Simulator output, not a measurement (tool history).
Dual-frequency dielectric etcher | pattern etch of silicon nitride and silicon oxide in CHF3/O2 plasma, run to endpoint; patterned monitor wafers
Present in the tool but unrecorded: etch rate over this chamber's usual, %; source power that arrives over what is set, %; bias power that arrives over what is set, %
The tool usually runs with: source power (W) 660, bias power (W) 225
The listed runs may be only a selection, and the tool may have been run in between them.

run,day,source power (W),bias power (W),wafers since the last listed run,hours since the last wet clean,hours since the last source power generator calibration,hours since the last bias power generator calibration,hours since the last upper electrode change,"incoming incoming film thickness, nm",endpoint time (s)
1,0.000,660,183,0,401.2,2819.2,5168.3,1969.1,314.2,212.5
2,0.638,660,183,112,416.5,2834.5,5183.6,1984.4,314.6,211.1
3,1.033,660,183,70,426.0,2844.0,5193.1,1993.9,309.8,207.0
4,1.308,660,225,48,432.6,2850.6,5199.7,2000.5,311.3,188.4
5,1.779,660,225,83,443.9,2861.9,5211.0,2011.8,306.8,186.6
# day 3.342: wet clean of the chamber
6,3.362,660,225,103,0.5,2899.9,5249.0,2049.8,308.5,193.2
7,3.379,660,225,2,0.9,2900.3,5249.4,2050.2,314.2,194.8
# day 5.000: upper electrode replaced
8,5.088,660,225,125,41.9,2941.3,5290.4,2.1,311.9,194.4
9,5.521,660,225,76,52.3,2951.7,5300.8,12.5,308.1,191.3
10,5.954,780,241,76,62.7,2962.1,5311.2,22.9,310.0,173.2
# day 6.567: bias power generator calibrated
11,7.296,660,225,207,94.9,2994.3,17.5,55.1,311.5,193.3
12,7.546,520,208,44,100.9,3000.3,23.5,61.1,307.9,222.5
# day 7.712: source power generator calibrated
13,8.067,660,225,62,113.4,8.5,36.0,73.6,311.8,193.5
14,8.350,770,206,50,120.2,15.3,42.8,80.4,311.3,186.8
15,8.742,660,225,69,129.6,24.7,52.2,89.8,308.4,190.0
16,9.188,550,240,78,140.3,35.4,62.9,100.5,307.9,202.1
17,9.458,720,263,47,146.8,41.9,69.4,107.0,310.1,172.5
18,9.754,520,247,52,153.9,49.0,76.5,114.1,310.0,206.4

Consider 5 possible next runs. They are alternatives, not a sequence: every one starts from the tool as it was left by run 18. What does each give?
A,9.775,660,225,3,154.4,49.5,77.0,114.6,313.7,?
B,9.775,660,251,3,154.4,49.5,77.0,114.6,313.7,?
C,9.775,540,257,3,154.4,49.5,77.0,114.6,313.7,?
D,9.775,740,242,3,154.4,49.5,77.0,114.6,313.7,?
E,9.775,750,275,3,154.4,49.5,77.0,114.6,313.7,?

run,endpoint time (s)
A,193.0
B,183.6
C,199.6
D,177.2
E,166.3
With the hidden condition removed and each run's random variation left untouched, the same runs would have given:
run,endpoint time (s)
A,194.6
B,185.2
C,201.2
D,178.7
E,167.7
